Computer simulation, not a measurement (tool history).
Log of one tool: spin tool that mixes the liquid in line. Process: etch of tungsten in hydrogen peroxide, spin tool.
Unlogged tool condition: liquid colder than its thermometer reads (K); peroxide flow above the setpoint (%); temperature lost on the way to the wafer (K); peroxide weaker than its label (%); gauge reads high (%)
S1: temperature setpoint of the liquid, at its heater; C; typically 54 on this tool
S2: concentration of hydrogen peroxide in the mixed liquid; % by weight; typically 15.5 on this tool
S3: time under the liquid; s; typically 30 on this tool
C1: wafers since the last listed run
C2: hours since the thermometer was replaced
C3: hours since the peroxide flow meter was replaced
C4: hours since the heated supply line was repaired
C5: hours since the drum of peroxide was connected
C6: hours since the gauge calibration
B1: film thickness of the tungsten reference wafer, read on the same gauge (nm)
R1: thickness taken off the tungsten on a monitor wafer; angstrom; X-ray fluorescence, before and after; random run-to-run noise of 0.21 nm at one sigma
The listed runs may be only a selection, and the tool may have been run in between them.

run 1 hour=0 | S1=54 S2=15.5 S3=30 | C1=0 C2=2236.7 C3=1364.8 C4=3578.2 C5=935.5 C6=127.5 | B1=149.97 | R1=448.1
run 2 hour=10.6 | S1=54 S2=15.5 S3=30 | C1=86 C2=2247.3 C3=1375.4 C4=3588.8 C5=946.1 C6=138.1 | B1=150.01 | R1=449.7
run 3 hour=24.1 | S1=54 S2=19 S3=30 | C1=110 C2=2260.8 C3=1388.9 C4=3602.3 C5=959.6 C6=151.6 | B1=150.03 | R1=497.2
run 4 hour=39.9 | S1=54 S2=19 S3=30 | C1=128 C2=2276.6 C3=1404.7 C4=3618.1 C5=975.4 C6=167.4 | B1=150.02 | R1=494
run 5 hour=51 | S1=54 S2=19 S3=30 | C1=90 C2=2287.7 C3=1415.8 C4=3629.2 C5=986.5 C6=178.5 | B1=150 | R1=494.3
run 6 hour=60.7 | S1=54 S2=15.5 S3=30 | C1=79 C2=2297.4 C3=1425.5 C4=3638.9 C5=996.2 C6=188.2 | B1=150.02 | R1=445.4
run 7 hour=70.1 | S1=54 S2=15.5 S3=30 | C1=76 C2=2306.8 C3=1434.9 C4=3648.3 C5=1005.6 C6=197.6 | B1=150 | R1=447.9
run 8 hour=78 | S1=54 S2=16.5 S3=30 | C1=64 C2=2314.7 C3=1442.8 C4=3656.2 C5=1013.5 C6=205.5 | B1=149.98 | R1=458.9
-- hour=87.1 thermometer replaced
run 9 hour=92.3 | S1=54 S2=16.5 S3=30 | C1=108 C2=5.2 C3=1457.1 C4=3670.5 C5=1027.8 C6=219.8 | B1=149.99 | R1=537.4
run 10 hour=109.3 | S1=54 S2=15.5 S3=25 | C1=138 C2=22.2 C3=1474.1 C4=3687.5 C5=1044.8 C6=236.8 | B1=149.99 | R1=432.3
run 11 hour=121.8 | S1=57.5 S2=16.5 S3=40 | C1=101 C2=34.7 C3=1486.6 C4=3700 C5=1057.3 C6=249.3 | B1=150 | R1=880.3
run 12 hour=133 | S1=54 S2=12 S3=20 | C1=91 C2=45.9 C3=1497.8 C4=3711.2 C5=1068.5 C6=260.5 | B1=149.95 | R1=302.4
-- hour=139 heated supply line repaired
run 13 hour=141.4 | S1=54 S2=15.5 S3=15 | C1=60 C2=54.3 C3=1506.2 C4=2.4 C5=1076.9 C6=268.9 | B1=150 | R1=321.6
-- hour=145.3 gauge calibrated
run 14 hour=157.7 | S1=57 S2=12.5 S3=30 | C1=132 C2=70.6 C3=1522.5 C4=18.7 C5=1093.2 C6=12.4 | B1=150.02 | R1=688.1
-- hour=168.5 new drum of peroxide connected
run 15 hour=171 | S1=54 S2=15.5 S3=30 | C1=100 C2=83.9 C3=1535.8 C4=32 C5=2.5 C6=25.7 | B1=149.97 | R1=641.3
-- hour=175.9 peroxide flow meter replaced
run 16 hour=185.8 | S1=54 S2=17 S3=30 | C1=112 C2=98.7 C3=9.9 C4=46.8 C5=17.3 C6=40.5 | B1=150.02 | R1=668.5
run 17 hour=193.7 | S1=54 S2=15.5 S3=30 | C1=64 C2=106.6 C3=17.8 C4=54.7 C5=25.2 C6=48.4 | B1=149.98 | R1=641.6
run 18 hour=211.7 | S1=54 S2=15.5 S3=30 | C1=146 C2=124.6 C3=35.8 C4=72.7 C5=43.2 C6=66.4 | B1=149.98 | R1=638.3
run 19 hour=218.8 | S1=61 S2=15.5 S3=30 | C1=57 C2=131.7 C3=42.9 C4=79.8 C5=50.3 C6=73.5 | B1=150.02 | R1=956.3
run 20 hour=228.8 | S1=44.5 S2=12 S3=45 | C1=81 C2=141.7 C3=52.9 C4=89.8 C5=60.3 C6=83.5 | B1=150.01 | R1=464.5
run 21 hour=242.2 | S1=54 S2=15.5 S3=30 | C1=109 C2=155.1 C3=66.3 C4=103.2 C5=73.7 C6=96.9 | B1=150.02 | R1=635.8

Branching from run 21: 3 alternative next runs. What would each branch give?
run A hour=242.6 | S1=54 S2=12 S3=30 | C1=3 C2=155.5 C3=66.7 C4=103.6 C5=74.1 C6=97.3 | B1=? | R1=?
run B hour=242.6 | S1=49.5 S2=15.5 S3=30 | C1=3 C2=155.5 C3=66.7 C4=103.6 C5=74.1 C6=97.3 | B1=? | R1=?
run C hour=242.6 | S1=60 S2=14 S3=50 | C1=3 C2=155.5 C3=66.7 C4=103.6 C5=74.1 C6=97.3 | B1=? | R1=?

run=A B1=149.99 R1=557.7
run=B B1=149.99 R1=482.1
run=C B1=149.99 R1=1429.6
Take away the tool's hidden state, keep each run's random variation, and the runs would have read:
run=A R1=590.6
run=B R1=511.4
run=C R1=1510.9
